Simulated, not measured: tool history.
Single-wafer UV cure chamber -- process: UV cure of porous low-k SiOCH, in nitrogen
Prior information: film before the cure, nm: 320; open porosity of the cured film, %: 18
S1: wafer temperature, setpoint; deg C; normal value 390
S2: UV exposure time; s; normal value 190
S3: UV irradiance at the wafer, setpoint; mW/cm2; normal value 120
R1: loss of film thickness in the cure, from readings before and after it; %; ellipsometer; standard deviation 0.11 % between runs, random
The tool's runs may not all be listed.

| run | hour | S1 | S2 | S3 | R1 |
|---|---|---|---|---|---|
| 1 | 0.0 | 383 | 190 | 120 | 9.793 |
| 2 | 45.9 | 390 | 190 | 132 | 10.363 |
| 3 | 100.1 | 390 | 190 | 132 | 10.386 |
| 4 | 146.7 | 390 | 190 | 112 | 9.578 |
| 5 | 197.8 | 390 | 190 | 112 | 9.632 |
|  | 208.4 | quartz window cleaned |
| 6 | 242.7 | 390 | 190 | 120 | 9.894 |
| 7 | 268.3 | 390 | 190 | 120 | 9.876 |
| 8 | 309.8 | 390 | 190 | 120 | 9.769 |
| 9 | 354.0 | 390 | 230 | 120 | 10.495 |
| 10 | 395.8 | 390 | 230 | 120 | 10.561 |
| 11 | 448.7 | 390 | 230 | 120 | 10.729 |
| 12 | 514.7 | 401 | 235 | 120 | 11.005 |
| 13 | 560.2 | 395 | 190 | 120 | 9.919 |
| 14 | 608.1 | 395 | 190 | 120 | 10.091 |
|  | 638.6 | quartz window cleaned |
| 15 | 639.1 | 395 | 190 | 120 | 9.736 |
| 16 | 691.1 | 390 | 190 | 120 | 9.662 |
| 17 | 753.4 | 406 | 280 | 120 | 11.571 |
| 18 | 801.1 | 390 | 190 | 120 | 9.713 |
| 19 | 832.3 | 390 | 190 | 120 | 9.766 |
| 20 | 887.8 | 390 | 230 | 120 | 10.473 |
| 21 | 950.9 | 380 | 190 | 120 | 9.479 |
| 22 | 980.6 | 390 | 140 | 120 | 8.370 |
| 23 | 1020.0 | 390 | 125 | 120 | 7.908 |
| 24 | 1049.1 | 408 | 95 | 84 | 5.741 |
|  | 1062.0 | quartz window cleaned |
| 25 | 1116.6 | 399 | 275 | 147 | 12.495 |
| 26 | 1177.4 | 390 | 190 | 148 | 10.825 |
|  | 1189.0 | UV bulbs replaced |
| 27 | 1225.8 | 390 | 190 | 120 | 11.036 |
| 28 | 1294.5 | 372 | 155 | 103 | 9.124 |
| 29 | 1351.2 | 382 | 135 | 80 | 7.368 |
| 30 | 1417.4 | 408 | 240 | 147 | 12.832 |
| 31 | 1485.7 | 379 | 190 | 144 | 11.190 |
| 32 | 1542.7 | 390 | 190 | 120 | 10.479 |

Some steps in R1 between neighbouring runs. How much of each would the tool show without its hidden state too (settings, what came in, random variation), and how much is left for the hidden state, with any gauge scatter that isn't in both results?
Hidden state at play: lamp output below its setpoint, %; transmission lost against a clean window, %.
Run 23 -> 24: S1 390 -> 408, S2 125 -> 95, S3 120 -> 84. R1 -2.167 %: hidden state +0.116, all else -2.283.
Run 24 -> 25: S1 408 -> 399, S2 95 -> 275, S3 84 -> 147, quartz window cleaned. R1 +6.754 %: hidden state -0.325, all else +7.079.
Run 26 -> 27: S3 148 -> 120, UV bulbs replaced. R1 +0.211 %: hidden state +1.458, all else -1.247.
Run 29 -> 30: S1 382 -> 408, S2 135 -> 240, S3 80 -> 147. R1 +5.464 %: hidden state -0.162, all else +5.626.
